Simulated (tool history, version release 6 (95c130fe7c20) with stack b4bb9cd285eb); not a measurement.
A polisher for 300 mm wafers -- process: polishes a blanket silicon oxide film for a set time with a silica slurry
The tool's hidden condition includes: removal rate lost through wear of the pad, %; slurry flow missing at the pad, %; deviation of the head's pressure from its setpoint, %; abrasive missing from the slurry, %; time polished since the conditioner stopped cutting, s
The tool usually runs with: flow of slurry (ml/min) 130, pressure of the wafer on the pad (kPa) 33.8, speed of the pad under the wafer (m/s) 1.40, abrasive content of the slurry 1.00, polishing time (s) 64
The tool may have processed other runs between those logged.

| run | hour | flow of slurry (ml/min) | pressure of the wafer on the pad (kPa) | speed of the pad under the wafer (m/s) | abrasive content of the slurry | polishing time (s) | wafers since the last listed run | wafers polished on this pad | hours since the slurry nozzle was cleaned | hours since the head pressure was calibrated | hours since the slurry blender was calibrated | hours since the conditioning disc was replaced | incoming thickness of the incoming film, nm | film removed (angstrom) |
|---|---|---|---|---|---|---|---|---|---|---|---|---|---|---|
| 1 | 0.0 | 130 | 33.8 | 1.40 | 1.00 | 64 | 0 | 179 | 109.7 | 677.5 | 93.1 | 135.8 | 1210.9 | 3103 |
| 2 | 136.7 | 130 | 33.8 | 1.40 | 1.00 | 64 | 802 | 981 | 246.4 | 814.2 | 229.8 | 272.5 | 1223.2 | 3027 |
|  | 197.3 | slurry blender recalibrated |
|  | 209.3 | conditioning disc replaced and pad reconditioned |
| 3 | 243.2 | 130 | 33.8 | 1.40 | 1.00 | 64 | 601 | 1582 | 352.9 | 920.7 | 45.9 | 33.9 | 1209.3 | 2961 |
| 4 | 308.1 | 130 | 33.8 | 1.40 | 1.00 | 64 | 380 | 1963 | 417.8 | 985.6 | 110.8 | 98.8 | 1233.9 | 2898 |
|  | 318.9 | worn pad replaced by a new one |
| 5 | 377.3 | 130 | 33.8 | 1.40 | 1.00 | 64 | 382 | 342 | 487.0 | 1054.8 | 180.0 | 168.0 | 1237.5 | 2858 |
| 6 | 417.0 | 130 | 33.8 | 1.40 | 1.00 | 64 | 232 | 575 | 526.7 | 1094.5 | 219.7 | 207.7 | 1214.6 | 2826 |
|  | 472.1 | head pressure recalibrated |
| 7 | 507.9 | 130 | 33.8 | 1.40 | 1.00 | 64 | 521 | 1097 | 617.6 | 35.8 | 310.6 | 298.6 | 1224.4 | 2934 |
|  | 510.8 | slurry blender recalibrated |
|  | 521.2 | conditioning disc replaced and pad reconditioned |
|  | 538.0 | slurry nozzle cleaned |
|  | 611.3 | worn pad replaced by a new one |
| 8 | 614.5 | 130 | 33.8 | 1.40 | 1.00 | 64 | 572 | 18 | 76.5 | 142.4 | 103.7 | 93.3 | 1229.4 | 3235 |
| 9 | 695.7 | 130 | 33.8 | 1.40 | 1.00 | 64 | 476 | 495 | 157.7 | 223.6 | 184.9 | 174.5 | 1217.1 | 3143 |
| 10 | 770.5 | 130 | 33.8 | 1.40 | 1.00 | 52 | 438 | 934 | 232.5 | 298.4 | 259.7 | 249.3 | 1225.4 | 2556 |
|  | 772.7 | slurry blender recalibrated |
| 11 | 844.1 | 165 | 38.6 | 1.24 | 1.00 | 49 | 420 | 1354 | 306.1 | 372.0 | 71.4 | 322.9 | 1219.8 | 2589 |
|  | 861.4 | conditioning disc replaced and pad reconditioned |
| 12 | 885.1 | 130 | 33.8 | 1.40 | 1.00 | 64 | 228 | 1582 | 347.1 | 413.0 | 112.4 | 23.7 | 1202.7 | 3072 |
|  | 932.3 | worn pad replaced by a new one |
| 13 | 984.8 | 130 | 33.8 | 1.40 | 0.85 | 64 | 561 | 307 | 446.8 | 512.7 | 212.1 | 123.4 | 1203.4 | 2815 |
| 14 | 1054.3 | 130 | 33.8 | 1.40 | 1.00 | 64 | 407 | 715 | 516.3 | 582.2 | 281.6 | 192.9 | 1204.5 | 2949 |
| 15 | 1120.2 | 130 | 33.8 | 1.58 | 0.80 | 64 | 386 | 1102 | 582.2 | 648.1 | 347.5 | 258.8 | 1222.3 | 2887 |
|  | 1123.0 | slurry blender recalibrated |
|  | 1189.7 | conditioning disc replaced and pad reconditioned |
| 16 | 1219.4 | 130 | 33.8 | 1.40 | 1.00 | 52 | 558 | 1660 | 681.4 | 747.3 | 96.4 | 29.7 | 1221.2 | 2357 |
|  | 1249.8 | worn pad replaced by a new one |
| 17 | 1263.4 | 130 | 33.8 | 1.40 | 0.70 | 43 | 234 | 79 | 725.4 | 791.3 | 140.4 | 73.7 | 1213.3 | 1581 |
|  | 1268.6 | slurry nozzle cleaned |
| 18 | 1339.1 | 130 | 33.8 | 1.40 | 1.00 | 64 | 438 | 517 | 70.5 | 867.0 | 216.1 | 149.4 | 1225.3 | 3070 |
| 19 | 1430.2 | 105 | 33.8 | 1.56 | 1.25 | 81 | 534 | 1052 | 161.6 | 958.1 | 307.2 | 240.5 | 1233.9 | 4356 |
|  | 1471.8 | slurry blender recalibrated |
|  | 1513.3 | conditioning disc replaced and pad reconditioned |
| 20 | 1533.4 | 175 | 33.8 | 1.20 | 1.30 | 64 | 582 | 1634 | 264.8 | 1061.3 | 61.6 | 20.1 | 1238.4 | 3078 |

Subtracting, for every run, the result it would have given without the tool's unlogged condition from the measured result gives the following. The same run-to-run variation enters both numbers; the gauge's scatter may not:
| run | film removed (angstrom) |
|---|---|
| 1 | -162 |
| 2 | -242 |
| 3 | -312 |
| 4 | -356 |
| 5 | -408 |
| 6 | -440 |
| 7 | -298 |
| 8 | -73 |
| 9 | -102 |
| 10 | -110 |
| 11 | -119 |
| 12 | -190 |
| 13 | -229 |
| 14 | -285 |
| 15 | -325 |
| 16 | -330 |
| 17 | -242 |
| 18 | -183 |
| 19 | -365 |
| 20 | -294 |
